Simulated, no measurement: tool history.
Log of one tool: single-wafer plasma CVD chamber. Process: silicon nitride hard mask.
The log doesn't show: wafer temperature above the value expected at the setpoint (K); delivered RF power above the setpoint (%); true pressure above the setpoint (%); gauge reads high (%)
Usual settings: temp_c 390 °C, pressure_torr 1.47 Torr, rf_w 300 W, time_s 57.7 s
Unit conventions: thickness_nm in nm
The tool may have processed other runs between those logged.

run	hour	temp_c	pressure_torr	rf_w	time_s	wafers since the last listed run	hours since the last thermocouple change	hours since the last RF generator calibration	hours since the last manometer calibration	hours since the showerhead was replaced	hours since the gauge calibration	read-back reference wafer on the same gauge, thickness_nm	thickness_nm
1	0.0	401	1.47	300	57.7	0	2911.4	1125.8	2525.5	3565.0	213.2	61.290	70.204
2	24.1	390	1.47	300	57.7	461	2935.5	1149.9	2549.6	3589.1	237.3	61.255	70.247
3	31.4	390	1.47	300	57.7	139	2942.8	1157.2	2556.9	3596.4	244.6	61.300	70.673
4	44.0	390	1.47	300	57.7	241	2955.4	1169.8	2569.5	3609.0	257.2	61.298	70.352
5	61.6	394	1.47	300	57.7	336	2973.0	1187.4	2587.1	3626.6	274.8	61.272	70.224
6	71.6	394	1.47	300	57.7	191	2983.0	1197.4	2597.1	3636.6	284.8	61.290	70.453
# hour 80.5: RF generator calibrated
# hour 88.3: thermocouple changed; heater temperature recalibrated
# hour 96.1: showerhead replaced
7	96.6	390	1.27	300	57.7	27	8.3	16.1	2622.1	0.5	309.8	61.321	64.474
8	96.9	390	1.27	300	57.7	5	8.6	16.4	2622.4	0.8	310.1	61.287	64.914
9	108.6	390	1.27	300	57.7	223	20.3	28.1	2634.1	12.5	321.8	61.262	64.883
10	121.8	390	1.47	260	61.9	252	33.5	41.3	2647.3	25.7	335.0	61.292	67.412
11	131.1	390	1.47	300	57.7	178	42.8	50.6	2656.6	35.0	344.3	61.294	69.001
12	142.0	399	1.33	300	57.7	208	53.7	61.5	2667.5	45.9	355.2	61.291	66.089
13	152.7	390	1.47	300	57.7	204	64.4	72.2	2678.2	56.6	365.9	61.316	68.789
# hour 171.1: RF generator calibrated, repeated, since the last time left the tool worse
14	171.6	390	1.47	300	57.7	208	83.3	0.5	2697.1	75.5	384.8	61.277	72.811
15	171.9	390	1.47	300	57.7	5	83.6	0.8	2697.4	75.8	385.1	61.300	73.283
16	187.3	404	1.47	300	57.7	294	99.0	16.2	2712.8	91.2	400.5	61.318	72.467
17	197.6	390	1.16	300	57.7	197	109.3	26.5	2723.1	101.5	410.8	61.262	65.991
# hour 211.3: capacitance manometer re-zeroed and calibrated
18	211.8	390	1.68	300	61.4	118	123.5	40.7	0.5	115.7	425.0	61.292	81.395
19	227.7	390	1.47	335	57.7	304	139.4	56.6	16.4	131.6	440.9	61.269	77.559
20	240.0	402	1.14	320	61.6	235	151.7	68.9	28.7	143.9	453.2	61.262	71.657
21	255.9	379	1.47	345	57.7	304	167.6	84.8	44.6	159.8	469.1	61.296	78.955
# hour 263.1: gauge calibrated
22	273.1	397	1.24	245	49.9	329	184.8	102.0	61.8	177.0	10.0	61.242	51.257
23	288.5	390	1.47	300	57.7	294	200.2	117.4	77.2	192.4	25.4	61.274	72.331
24	294.9	380	1.47	300	57.7	122	206.6	123.8	83.6	198.8	31.8	61.272	72.574
25	311.2	390	1.47	300	46.7	312	222.9	140.1	99.9	215.1	48.1	61.325	58.265
26	327.7	390	1.47	355	51.7	315	239.4	156.6	116.4	231.6	64.6	61.326	71.500
27	334.6	390	1.27	300	57.7	132	246.3	163.5	123.3	238.5	71.5	61.314	68.361
28	347.6	390	1.47	300	57.7	248	259.3	176.5	136.3	251.5	84.5	61.329	72.295
29	356.5	405	1.47	300	57.7	170	268.2	185.4	145.2	260.4	93.4	61.308	72.005
30	363.3	390	1.47	300	57.7	130	275.0	192.2	152.0	267.2	100.2	61.323	72.188

What differs in the tool's unlogged condition from the final listed run ahead of each entry between runs to the first listed run following it?
Run 6 -> run 7: RF generator calibrated (hour 80.5); thermocouple changed; heater temperature recalibrated (hour 88.3); showerhead replaced (hour 96.1)
  delivered RF power above the setpoint (%): -6.2 -> -9.52
  measured result minus the result with no hidden state, thickness_nm: -2.755 -> -3.981 nm
Run 13 -> run 14: RF generator calibrated, repeated, since the last time left the tool worse (hour 171.1)
  delivered RF power above the setpoint (%): -10.2 -> -0.33
  measured result minus the result with no hidden state, thickness_nm: -4.579 -> -0.145 nm
Run 17 -> run 18: capacitance manometer re-zeroed and calibrated (hour 211.3)
  delivered RF power above the setpoint (%): -0.669 -> -0.846
  measured result minus the result with no hidden state, thickness_nm: -0.267 -> -0.418 nm
Run 21 -> run 22: gauge calibrated (hour 263.1)
  delivered RF power above the setpoint (%): -1.36 -> -1.55
  measured result minus the result with no hidden state, thickness_nm: -0.606 -> -0.504 nm

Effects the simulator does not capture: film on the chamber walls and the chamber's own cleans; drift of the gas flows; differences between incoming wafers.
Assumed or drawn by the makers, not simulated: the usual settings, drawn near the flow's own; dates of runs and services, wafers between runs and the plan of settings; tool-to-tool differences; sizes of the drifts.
